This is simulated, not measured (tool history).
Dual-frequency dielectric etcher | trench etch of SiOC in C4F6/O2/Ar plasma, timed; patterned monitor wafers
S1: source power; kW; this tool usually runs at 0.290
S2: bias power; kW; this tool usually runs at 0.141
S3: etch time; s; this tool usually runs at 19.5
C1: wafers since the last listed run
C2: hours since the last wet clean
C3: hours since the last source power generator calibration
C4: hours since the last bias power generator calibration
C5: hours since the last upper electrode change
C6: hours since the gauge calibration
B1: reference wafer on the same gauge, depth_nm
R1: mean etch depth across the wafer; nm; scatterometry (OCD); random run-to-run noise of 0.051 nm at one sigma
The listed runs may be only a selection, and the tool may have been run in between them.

Run 1, hour 0.0: usual settings but S2 0.153 kW; C1 0; C2 479.8; C3 3190.0; C4 3765.6; C5 1907.5; C6 15.1; B1 31.81. Result: R1 34.18 nm.
Run 2, hour 24.2: usual settings but S1 0.270 kW; C1 304; C2 504.0; C3 3214.2; C4 3789.8; C5 1931.7; C6 39.3; B1 31.81. Result: R1 32.58 nm.
Run 3, hour 42.6: usual settings but S1 0.270 kW; C1 231; C2 522.4; C3 3232.6; C4 3808.2; C5 1950.1; C6 57.7; B1 31.81. Result: R1 32.50 nm.
Run 4, hour 59.3: usual settings but S1 0.270 kW; C1 209; C2 539.1; C3 3249.3; C4 3824.9; C5 1966.8; C6 74.4; B1 31.80. Result: R1 32.50 nm.
Run 5, hour 87.0: usual settings; C1 347; C2 566.8; C3 3277.0; C4 3852.6; C5 1994.5; C6 102.1; B1 31.80. Result: R1 33.17 nm.
At hour 101.6: bias power generator calibrated.
At hour 117.5: upper electrode replaced.
Run 6, hour 120.2: usual settings but S1 0.310 kW, S2 0.122 kW; C1 167; C2 600.0; C3 3310.2; C4 18.6; C5 2.7; C6 135.3; B1 31.81. Result: R1 32.46 nm.
At hour 125.8: source power generator calibrated.
At hour 170.9: gauge calibrated.
At hour 175.7: wet clean of the chamber.
Run 7, hour 176.2: usual settings but S1 0.320 kW, S2 0.117 kW; C1 351; C2 0.5; C3 50.4; C4 74.6; C5 58.7; C6 5.3; B1 31.80. Result: R1 33.71 nm.
Run 8, hour 176.5: usual settings; C1 3; C2 0.8; C3 50.7; C4 74.9; C5 59.0; C6 5.6; B1 31.80. Result: R1 34.46 nm.
Run 9, hour 188.2: usual settings but S2 0.121 kW; C1 146; C2 12.5; C3 62.4; C4 86.6; C5 70.7; C6 17.3; B1 31.80. Result: R1 32.98 nm.
Run 10, hour 201.5: usual settings but S1 0.240 kW, S2 0.152 kW, S3 13.5 s; C1 167; C2 25.8; C3 75.7; C4 99.9; C5 84.0; C6 30.6; B1 31.80. Result: R1 22.96 nm.
Run 11, hour 218.2: usual settings but S1 0.250 kW, S2 0.163 kW, S3 16.5 s; C1 209; C2 42.5; C3 92.4; C4 116.6; C5 100.7; C6 47.3; B1 31.79. Result: R1 29.05 nm.
Run 12, hour 244.3: usual settings but S1 0.240 kW, S2 0.114 kW, S3 14.0 s; C1 327; C2 68.6; C3 118.5; C4 142.7; C5 126.8; C6 73.4; B1 31.81. Result: R1 21.91 nm.
Run 13, hour 266.0: usual settings but S2 0.126 kW, S3 16.0 s; C1 272; C2 90.3; C3 140.2; C4 164.4; C5 148.5; C6 95.1; B1 31.80. Result: R1 27.27 nm.
Run 14, hour 300.3: usual settings but S1 0.230 kW, S3 15.5 s; C1 430; C2 124.6; C3 174.5; C4 198.7; C5 182.8; C6 129.4; B1 31.79. Result: R1 25.35 nm.
Run 15, hour 317.2: usual settings but S2 0.123 kW; C1 212; C2 141.5; C3 191.4; C4 215.6; C5 199.7; C6 146.3; B1 31.80. Result: R1 32.81 nm.

What if the next run were any one of these 5? Each begins from the tool's condition after run 15:
Run A, hour 317.6: usual settings but S2 0.172 kW; C1 5; C2 141.9; C3 191.8; C4 216.0; C5 200.1; C6 146.7; B1 ?. Result: R1 ?.
Run B, hour 317.6: usual settings but S1 0.260 kW, S2 0.161 kW, S3 23.0 s; C1 5; C2 141.9; C3 191.8; C4 216.0; C5 200.1; C6 146.7; B1 ?. Result: R1 ?.
Run C, hour 317.6: usual settings but S3 16.5 s; C1 5; C2 141.9; C3 191.8; C4 216.0; C5 200.1; C6 146.7; B1 ?. Result: R1 ?.
Run D, hour 317.6: usual settings but S1 0.310 kW, S2 0.127 kW, S3 16.5 s; C1 5; C2 141.9; C3 191.8; C4 216.0; C5 200.1; C6 146.7; B1 ?. Result: R1 ?.
Run E, hour 317.6: usual settings but S3 15.5 s; C1 5; C2 141.9; C3 191.8; C4 216.0; C5 200.1; C6 146.7; B1 ?. Result: R1 ?.

run     B1     R1
  A  31.78  36.36
  B  31.78  40.63
  C  31.78  28.97
  D  31.78  28.71
  E  31.78  27.22
With the hidden condition removed and each run's random variation left untouched, the same runs would have given:
run     R1
  A  36.40
  B  40.67
  C  29.00
  D  28.74
  E  27.24

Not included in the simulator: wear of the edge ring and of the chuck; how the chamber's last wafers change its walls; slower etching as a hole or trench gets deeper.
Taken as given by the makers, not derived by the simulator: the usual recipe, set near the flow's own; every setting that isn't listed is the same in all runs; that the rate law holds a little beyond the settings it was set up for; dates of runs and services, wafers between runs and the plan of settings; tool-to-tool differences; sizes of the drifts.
